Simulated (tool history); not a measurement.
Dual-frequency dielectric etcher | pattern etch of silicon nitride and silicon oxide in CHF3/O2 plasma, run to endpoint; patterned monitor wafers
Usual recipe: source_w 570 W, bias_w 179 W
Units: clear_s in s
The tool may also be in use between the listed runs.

run     day  source_w  bias_w  wafers since the last listed run  hours since the last wet clean  hours since the last source power generator calibration  hours since the last bias power generator calibration  hours since the last upper electrode change  incoming incoming film thickness, nm  clear_s
  1       0       570     179                                 0                           268.1                                                   2472.4                                                 2066.4                                       5730.2                                 294.9    185.5
  2   1.058       570     179                               141                           293.5                                                   2497.8                                                 2091.8                                       5755.6                                 297.3    186.5
  3   2.554       570     179                               199                           329.4                                                   2533.7                                                 2127.7                                       5791.5                                 293.7    185.4
  4   3.529       570     179                               130                           352.8                                                   2557.1                                                 2151.1                                       5814.9                                 291.5    184.6
  5   4.625       570     179                               146                           379.1                                                   2583.4                                                 2177.4                                       5841.2                                 288.5    182.3
      6.117  -- upper electrode replaced
  6   6.138       570     179                                68                           415.4                                                   2619.7                                                 2213.7                                          0.5                                 292.1    183.7
  7   6.358       570     179                                29                           420.7                                                     2625                                                   2219                                          5.8                                 291.4    184.3
  8   6.879       570     179                                69                           433.2                                                   2637.5                                                 2231.5                                         18.3                                 294.1    190.3
      8.329  -- bias power generator calibrated
  9    8.35       570     135                               174                           468.5                                                   2672.8                                                    0.5                                         53.6                                   294    204.9
      9.854  -- wet clean of the chamber
 10   9.875       570     179                                70                             0.5                                                   2709.4                                                   37.1                                         90.2                                 295.4    178.2
 11  10.754       620     215                               117                            21.6                                                   2730.5                                                   58.2                                        111.3                                 293.7    156.8
     11.225  -- source power generator calibrated
 12  11.983       470     162                               141                            51.1                                                     18.2                                                   87.7                                        140.8                                 293.3    207.5
 13  12.804       570     179                               109                            70.8                                                     37.9                                                  107.4                                        160.5                                 290.7    176.5
 14   14.15       570     179                               179                           103.1                                                     70.2                                                  139.7                                        192.8                                 292.4    178.5
 15  15.392       680     156                               165                           132.9                                                      100                                                  169.5                                        222.6                                 291.6    170.8
 16  16.558       620     161                               155                           160.9                                                      128                                                  197.5                                        250.6                                 289.7    177.4

Here are 5 independent what-if runs from the current tool condition. What would each one return?
  A  16.579       690     179                                 2                           161.4                                                    128.5                                                    198                                        251.1                                 293.2        ?
  B  16.579       570     143                                 2                           161.4                                                    128.5                                                    198                                        251.1                                 293.2        ?
  C  16.579       470     179                                 2                           161.4                                                    128.5                                                    198                                        251.1                                 293.2        ?
  D  16.579       520     138                                 2                           161.4                                                    128.5                                                    198                                        251.1                                 293.2        ?
  E  16.579       570     164                                 2                           161.4                                                    128.5                                                    198                                        251.1                                 293.2        ?

run  clear_s
  A    162.3
  B    196.5
  C    205.3
  D    210.9
  E    187.1
What these runs would have given with no unlogged condition in the tool:
run  clear_s
  A      160
  B    193.7
  C    202.3
  D    207.9
  E    184.5

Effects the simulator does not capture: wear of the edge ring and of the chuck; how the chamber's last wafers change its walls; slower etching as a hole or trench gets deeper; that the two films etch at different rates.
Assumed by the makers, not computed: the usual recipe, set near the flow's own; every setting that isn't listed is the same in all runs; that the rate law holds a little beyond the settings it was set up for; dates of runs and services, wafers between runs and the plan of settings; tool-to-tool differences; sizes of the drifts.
